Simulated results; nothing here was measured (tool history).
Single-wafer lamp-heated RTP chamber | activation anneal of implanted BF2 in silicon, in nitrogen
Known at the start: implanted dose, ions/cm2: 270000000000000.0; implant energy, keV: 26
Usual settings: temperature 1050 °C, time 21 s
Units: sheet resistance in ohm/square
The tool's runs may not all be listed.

run,hour,temperature,time,wafers since the last listed run,wafers since the last pyrometer calibration,wafers since the reflector plate was cleaned,hours since the gauge calibration,"read-back reference wafer on the same gauge, sheet resistance",sheet resistance
1,0,1037,21,0,2012,2355,1249.6,430.93,435.05
2,79.9,1050,21,909,2922,3264,1329.5,430.99,431.34
3,145.6,1050,21,748,3670,4012,1395.2,431.13,429.93
4,210.9,1050,21,743,4413,4756,1460.5,431.06,432.11
5,260.4,1050,21,563,4977,5320,1510,430.81,432.07
6,315.4,1050,21,626,5603,5946,1565,431.21,430.9
# hour 359.1: pyrometer window cleaned and pyrometer calibrated
7,376.6,1050,21,605,198,6551,1626.2,430.96,433.19
8,446.7,1050,21,798,996,7350,1696.3,430.68,432.11
9,485,1043,31,436,1432,7786,1734.6,431.01,429.62
10,525,1043,31,455,1888,8241,1774.6,430.84,428.26
# hour 533.2: gauge calibrated
11,572.9,1043,31,545,2433,8786,39.7,431.03,430.24
12,657.8,1050,21,966,3400,9753,124.6,430.85,431.23
13,694.1,1050,21,413,3813,10166,160.9,431.11,431.34
# hour 776.5: reflector plate cleaned
14,777,1023,13,852,4666,5,243.8,431.11,439.55
# hour 845.9: pyrometer window cleaned and pyrometer calibrated
15,846.4,1067,31,699,6,704,313.2,431.03,424.82
16,930,1050,12,951,957,1656,396.8,430.89,437.39
17,1004.7,1030,25,850,1808,2506,471.5,430.86,433.88
18,1072.1,1050,10,767,2575,3273,538.9,430.93,438.42
19,1165.2,1050,21,1059,3635,4333,632,431.2,432.23
20,1213.1,1067,30,545,4181,4879,679.9,431.28,422.33
# hour 1333.4: pyrometer window cleaned and pyrometer calibrated
21,1339.1,1070,27,1343,64,6222,805.9,430.96,425.84
22,1377.7,1060,21,439,504,6662,844.5,431,431.22
23,1477.1,1050,21,1131,1636,7793,943.9,431.13,432.08
24,1561.4,1050,21,959,2595,8753,1028.2,430.76,432.66
25,1627.3,1078,16,750,3346,9504,1094.1,430.83,430.9
26,1677.9,1076,15,576,3922,10080,1144.7,431.02,429.03

Hidden state or all else? Some run-to-run changes of sheet resistance, split into what the settings, what came in and random variation would give without the hidden state, and what is left for the hidden state (with any gauge scatter that isn't in both results):
The hidden state here: true wafer temperature minus pyrometer reading, K; wafer temperature error from the tarnished reflector plate, K; gauge reads high (%).
Run 6 -> 7: pyrometer window cleaned and pyrometer calibrated. sheet resistance +2.29 ohm/square: hidden state +2.22, all else +0.07.
Run 14 -> 15: temperature 1023 -> 1067, time 13 -> 31, pyrometer window cleaned and pyrometer calibrated. sheet resistance -14.73 ohm/square: hidden state +0.06, all else -14.79.
Run 15 -> 16: temperature 1067 -> 1050, time 31 -> 12. sheet resistance +12.57 ohm/square: hidden state -0.08, all else +12.65.
Run 20 -> 21: temperature 1067 -> 1070, time 30 -> 27, pyrometer window cleaned and pyrometer calibrated. sheet resistance +3.51 ohm/square: hidden state +3.49, all else +0.02.

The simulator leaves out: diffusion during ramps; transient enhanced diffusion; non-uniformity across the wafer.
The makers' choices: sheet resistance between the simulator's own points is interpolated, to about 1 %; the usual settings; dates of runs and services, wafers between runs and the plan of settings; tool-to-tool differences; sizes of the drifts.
